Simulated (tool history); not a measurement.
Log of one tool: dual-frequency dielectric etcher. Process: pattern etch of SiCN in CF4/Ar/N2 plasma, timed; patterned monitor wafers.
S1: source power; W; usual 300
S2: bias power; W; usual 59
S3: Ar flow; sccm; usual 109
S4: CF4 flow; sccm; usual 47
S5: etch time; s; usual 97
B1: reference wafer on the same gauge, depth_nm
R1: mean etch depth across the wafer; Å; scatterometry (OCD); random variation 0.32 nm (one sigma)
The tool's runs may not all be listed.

{"run": 1, "day": 0.0, "S1": 300, "S2": 71, "S3": 109, "S4": 47, "S5": 97, "B1": 52.9, "R1": 534}
{"run": 2, "day": 0.354, "S1": 370, "S2": 59, "S3": 109, "S4": 47, "S5": 71.5, "B1": 52.9, "R1": 467}
{"day": 0.612, "done": "gauge calibrated"}
{"day": 0.971, "done": "CF4 flow controller replaced"}
{"run": 3, "day": 0.988, "S1": 300, "S2": 71, "S3": 116, "S4": 47, "S5": 97, "B1": 52.8, "R1": 532}
{"run": 4, "day": 1.525, "S1": 350, "S2": 53, "S3": 109, "S4": 47, "S5": 97, "B1": 53, "R1": 576}
{"day": 1.871, "done": "Ar flow controller replaced"}
{"run": 5, "day": 2.067, "S1": 300, "S2": 59, "S3": 109, "S4": 47, "S5": 97, "B1": 52.9, "R1": 508}
{"run": 6, "day": 2.512, "S1": 300, "S2": 47, "S3": 109, "S4": 39, "S5": 75.5, "B1": 53, "R1": 358}
{"day": 3.117, "done": "bias power generator calibrated"}
{"run": 7, "day": 3.138, "S1": 300, "S2": 59, "S3": 128, "S4": 47, "S5": 79.5, "B1": 53, "R1": 408}
{"day": 4.204, "done": "wet clean of the chamber"}
{"run": 8, "day": 4.225, "S1": 300, "S2": 59, "S3": 109, "S4": 47, "S5": 97, "B1": 53, "R1": 534}
{"run": 9, "day": 4.242, "S1": 300, "S2": 59, "S3": 109, "S4": 47, "S5": 97, "B1": 52.9, "R1": 527}
{"day": 6.162, "done": "upper electrode replaced"}
{"run": 10, "day": 6.183, "S1": 300, "S2": 48, "S3": 123, "S4": 54, "S5": 97, "B1": 53, "R1": 505}
{"run": 11, "day": 6.2, "S1": 300, "S2": 59, "S3": 84, "S4": 47, "S5": 97, "B1": 52.9, "R1": 549}
{"run": 12, "day": 6.296, "S1": 300, "S2": 59, "S3": 109, "S4": 47, "S5": 113.5, "B1": 52.9, "R1": 619}
{"run": 13, "day": 6.7, "S1": 340, "S2": 59, "S3": 109, "S4": 47, "S5": 97, "B1": 52.9, "R1": 600}
{"run": 14, "day": 7.367, "S1": 330, "S2": 74, "S3": 109, "S4": 47, "S5": 97, "B1": 52.9, "R1": 623}
{"run": 15, "day": 7.962, "S1": 300, "S2": 59, "S3": 122, "S4": 56, "S5": 74.5, "B1": 52.8, "R1": 409}
{"run": 16, "day": 8.275, "S1": 300, "S2": 59, "S3": 109, "S4": 47, "S5": 82, "B1": 52.9, "R1": 442}
{"run": 17, "day": 8.667, "S1": 300, "S2": 59, "S3": 99, "S4": 47, "S5": 97, "B1": 53, "R1": 529}
{"run": 18, "day": 9.746, "S1": 320, "S2": 52, "S3": 100, "S4": 47, "S5": 97, "B1": 52.9, "R1": 548}
{"run": 19, "day": 10.142, "S1": 300, "S2": 59, "S3": 91, "S4": 47, "S5": 80, "B1": 53, "R1": 442}
{"run": 20, "day": 10.525, "S1": 250, "S2": 55, "S3": 109, "S4": 43, "S5": 87, "B1": 52.9, "R1": 371}
{"run": 21, "day": 11.121, "S1": 300, "S2": 59, "S3": 109, "S4": 47, "S5": 97, "B1": 52.9, "R1": 519}
{"run": 22, "day": 11.733, "S1": 300, "S2": 59, "S3": 109, "S4": 47, "S5": 89.5, "B1": 52.9, "R1": 473}

Forecast each of these 3 alternatives for the next run:
{"run": "A", "day": 11.75, "S1": 270, "S2": 59, "S3": 109, "S4": 47, "S5": 97, "B1": "?", "R1": "?"}
{"run": "B", "day": 11.75, "S1": 370, "S2": 53, "S3": 109, "S4": 56, "S5": 122, "B1": "?", "R1": "?"}
{"run": "C", "day": 11.75, "S1": 270, "S2": 63, "S3": 93, "S4": 47, "S5": 69.5, "B1": "?", "R1": "?"}

run=A B1=52.9 R1=469
run=B B1=52.9 R1=824
run=C B1=52.9 R1=351
Without the tool's hidden state the same runs would have given:
run=A R1=480
run=B R1=845
run=C R1=359
